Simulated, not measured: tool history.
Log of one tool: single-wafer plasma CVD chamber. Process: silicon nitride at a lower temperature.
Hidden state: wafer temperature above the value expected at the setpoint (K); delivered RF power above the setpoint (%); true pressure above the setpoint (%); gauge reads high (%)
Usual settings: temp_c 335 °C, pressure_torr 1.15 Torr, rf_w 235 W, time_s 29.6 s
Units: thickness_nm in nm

run   hour  temp_c  pressure_torr  rf_w  time_s  wafers since the last listed run  hours since the last thermocouple change  hours since the last RF generator calibration  hours since the last manometer calibration  hours since the showerhead was replaced  hours since the gauge calibration  read-back reference wafer on the same gauge, thickness_nm  thickness_nm
  1      0     335           1.15   270    29.6                                 0                                      2561                                         1602.5                                      1602.4                                   2385.8                              131.5                                                     32.568        29.641
  2   22.3     335           1.15   235    29.6                               331                                    2583.3                                         1624.8                                      1624.7                                   2408.1                              153.8                                                     32.624        27.068
  3  100.1     335           1.15   235    29.6                              1157                                    2661.1                                         1702.6                                      1702.5                                   2485.9                              231.6                                                     32.598         26.91
  4  114.5     335           1.15   235    29.6                               214                                    2675.5                                           1717                                      1716.9                                   2500.3                                246                                                     32.602        26.792
  5  148.9     335           1.15   235    29.6                               511                                    2709.9                                         1751.4                                      1751.3                                   2534.7                              280.4                                                     32.597        26.734
  6  164.1     335           1.15   235    29.6                               226                                    2725.1                                         1766.6                                      1766.5                                   2549.9                              295.6                                                     32.625        26.634
  7  187.3     335           1.15   235    32.1                               345                                    2748.3                                         1789.8                                      1789.7                                   2573.1                              318.8                                                     32.608        29.059
  8  215.8     335           1.15   235    32.1                               424                                    2776.8                                         1818.3                                      1818.2                                   2601.6                              347.3                                                     32.571        29.004
       220  -- gauge calibrated
  9  229.7     335           1.15   235    32.1                               206                                    2790.7                                         1832.2                                      1832.1                                   2615.5                                9.7                                                     32.634        29.076
 10  247.8     335           1.15   235    29.6                               269                                    2808.8                                         1850.3                                      1850.2                                   2633.6                               27.8                                                      32.59        26.653
 11  293.2     335           1.15   235    29.6                               675                                    2854.2                                         1895.7                                      1895.6                                     2679                               73.2                                                     32.589         26.55
 12  324.3     335           1.15   235    29.6                               462                                    2885.3                                         1926.8                                      1926.7                                   2710.1                              104.3                                                     32.594         26.63
 13  341.1     335           1.15   235    29.6                               250                                    2902.1                                         1943.6                                      1943.5                                   2726.9                              121.1                                                     32.623        26.589
     358.5  -- thermocouple changed; heater temperature recalibrated
 14  373.1     330           1.39   235    33.9                               357                                      14.6                                         1975.6                                      1975.5                                   2758.9                              153.1                                                     32.602         31.93
 15    408     335           1.36   235    27.5                               519                                      49.5                                         2010.5                                      2010.4                                   2793.8                                188                                                     32.615        25.789
 16  423.8     335           1.41   200    29.6                               235                                      65.3                                         2026.3                                      2026.2                                   2809.6                              203.8                                                     32.622        25.251
 17  453.3     347           1.28   280    25.9                               439                                      94.8                                         2055.8                                      2055.7                                   2839.1                              233.3                                                     32.627        26.874
 18  468.6     330           1.33   190    27.2                               227                                     110.1                                         2071.1                                        2071                                   2854.4                              248.6                                                     32.587         21.76
     481.3  -- capacitance manometer re-zeroed and calibrated
 19  482.8     335           1.23   235    29.6                                92                                     124.3                                         2085.3                                         1.5                                   2868.6                              262.8                                                     32.598        26.988
     502.9  -- showerhead replaced
 20  503.4     335           1.06   235    29.6                               187                                     144.9                                         2105.9                                        22.1                                      0.5                              283.4                                                      32.63        25.598

The next listed run, before its measurement:
 21  535.7     322           1.15   235    29.6                               480                                     177.2                                         2138.2                                        54.4                                     32.8                              315.7                                                          ?             ?

Run 21 gave read-back reference wafer on the same gauge, thickness_nm 32.603, thickness_nm 26.311 nm.
Without the tool's hidden state the same run would have given thickness_nm 27.938 nm.

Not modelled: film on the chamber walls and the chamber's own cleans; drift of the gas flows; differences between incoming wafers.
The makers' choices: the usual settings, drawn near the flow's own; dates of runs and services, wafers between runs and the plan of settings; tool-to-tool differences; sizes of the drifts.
